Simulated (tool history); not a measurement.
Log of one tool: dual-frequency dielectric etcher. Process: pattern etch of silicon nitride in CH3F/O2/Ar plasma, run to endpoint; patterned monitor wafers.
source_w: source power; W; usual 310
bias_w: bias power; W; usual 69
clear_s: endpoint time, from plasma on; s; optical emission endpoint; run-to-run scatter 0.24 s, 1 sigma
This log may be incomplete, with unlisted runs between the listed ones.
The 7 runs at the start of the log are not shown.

run	hour	source_w	bias_w	incoming incoming film thickness, nm	clear_s
8	403.6	290	76	36.69	54
9	482.7	290	76	36.6	53.6
# hour 553.7: wet clean of the chamber
10	582.4	290	76	36.76	57.3
11	624.2	310	69	36.66	58
12	720.4	310	69	37.3	58.9
13	822.4	310	69	36.95	58
14	921.1	310	82	36.74	53.8
15	1024.9	310	82	36.65	53.6
# hour 1077.2: wet clean of the chamber, repeated, since the last time left the tool worse
16	1127.1	310	69	36.82	56
17	1212.8	340	75	36.91	52.3
18	1302.1	310	69	36.9	55.6
# hour 1331.9: upper electrode replaced
19	1342.5	310	69	36.8	55.6
20	1412.2	280	69	36.59	56.3
21	1453.3	310	69	37.16	55.6
# hour 1499.8: source power generator calibrated
22	1550	310	69	36.81	55.1
23	1618.9	290	52	37.09	62
24	1670.6	290	64	36.55	57.3
# hour 1712.4: wet clean of the chamber
25	1733.4	370	84	36.72	49.1
26	1789.8	330	61	36.84	57
# hour 1994: bias power generator calibrated
27	2098.7	270	58	36.83	61.6
28	2164.7	360	81	36.95	49.5
# hour 2355.3: wet clean of the chamber
29	2402.1	230	69	36.78	60.8
30	2466.1	290	76	36.71	54.5
31	2550	340	64	36.96	55.5

Each row is a separate what-if for the run after 31, all from the same tool condition, not one after another. Results?
A	2550.4	310	69	36.92	?
B	2550.4	350	54	36.92	?
C	2550.4	310	84	36.92	?

run	clear_s
A	55.4
B	58
C	51.5
The same runs, with their run-to-run variation unchanged, on a tool lacking any hidden condition would have given:
run	clear_s
A	55.9
B	58.5
C	52
